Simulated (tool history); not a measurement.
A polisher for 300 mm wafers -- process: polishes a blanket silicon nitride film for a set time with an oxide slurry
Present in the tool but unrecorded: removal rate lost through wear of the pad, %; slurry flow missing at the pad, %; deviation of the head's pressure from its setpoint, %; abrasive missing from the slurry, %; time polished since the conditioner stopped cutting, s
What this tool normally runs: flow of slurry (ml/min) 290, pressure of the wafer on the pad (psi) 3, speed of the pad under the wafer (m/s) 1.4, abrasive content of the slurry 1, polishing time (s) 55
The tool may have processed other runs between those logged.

run	hour	flow of slurry (ml/min)	pressure of the wafer on the pad (psi)	speed of the pad under the wafer (m/s)	abrasive content of the slurry	polishing time (s)	wafers since the last listed run	wafers polished on this pad	hours since the slurry nozzle was cleaned	hours since the head pressure was calibrated	hours since the slurry blender was calibrated	hours since the conditioning disc was replaced	incoming thickness of the incoming film, nm	film removed (angstrom)
1	0	290	3	1.4	1	55	0	180	429.2	431.7	128	142.1	329.4	343
2	28.3	290	3	1.4	1	55	439	620	457.5	460	156.3	170.4	329	325
3	52.2	290	3	1.4	0.8	55	371	991	481.4	483.9	180.2	194.3	329.6	277
4	70.9	290	3	1.4	0.8	55	290	1282	500.1	502.6	198.9	213	326.6	276
# hour 82.5: worn pad replaced by a new one
5	83.6	290	3	1.4	0.9	55	135	17	512.8	515.3	211.6	225.7	328.9	344
6	115.3	290	3	1.4	0.9	55	492	510	544.5	547	243.3	257.4	329.3	319
7	141.9	290	3	1.4	0.9	55	413	923	571.1	573.6	269.9	284	328	305
# hour 155.1: conditioning disc replaced and pad reconditioned
# hour 164.6: worn pad replaced by a new one
8	165.1	290	3	1.4	1	44	267	7	594.3	596.8	293.1	10	333.1	289
9	174.8	290	3	1.4	1	44	150	158	604	606.5	302.8	19.7	331.1	278
10	200.5	190	3.9	1.2	0.85	55	399	557	629.7	632.2	328.5	45.4	330.4	332
11	219.8	325	3	0.94	1.2	55	299	857	649	651.5	347.8	64.7	329.3	264
# hour 240.2: worn pad replaced by a new one
12	254.3	290	3.3	1.56	1.3	50	473	219	683.5	686	382.3	99.2	329.4	424
# hour 261.6: slurry blender recalibrated
13	281.7	290	3	1.4	0.8	55	394	614	710.9	713.4	20.1	126.6	328	298
14	298.4	290	3	1.4	1	55	259	873	727.6	730.1	36.8	143.3	327.4	327
# hour 318.7: slurry nozzle cleaned
# hour 319.7: worn pad replaced by a new one
15	321.9	290	3	1.4	1	49	334	34	3.2	753.6	60.3	166.8	328.2	322
# hour 327.1: head pressure recalibrated
16	347.6	290	3.9	1.4	1	55	368	402	28.9	20.5	86	192.5	331.2	431
17	371.6	240	3	1.18	1	66	372	775	52.9	44.5	110	216.5	326.3	327
18	398.1	290	2.3	1.4	1	73	411	1187	79.4	71	136.5	243	328.1	318
# hour 414.5: worn pad replaced by a new one
19	416.2	290	3	1.4	1	55	218	25	97.5	89.1	154.6	261.1	335.5	368

Below are 3 alternative next runs, each starting from the tool's condition after run 19. Predict each:
A	416.6	360	3	1.4	1	55	6	31	97.9	89.5	155	261.5	329	?
B	416.6	290	2.5	1.68	1	68	6	31	97.9	89.5	155	261.5	329	?
C	416.6	345	3.9	1.4	1.2	55	6	31	97.9	89.5	155	261.5	329	?

run	film removed (angstrom)
A	366
B	421
C	515
Take away the tool's hidden state, keep each run's random variation, and the runs would have read:
run	film removed (angstrom)
A	372
B	428
C	522

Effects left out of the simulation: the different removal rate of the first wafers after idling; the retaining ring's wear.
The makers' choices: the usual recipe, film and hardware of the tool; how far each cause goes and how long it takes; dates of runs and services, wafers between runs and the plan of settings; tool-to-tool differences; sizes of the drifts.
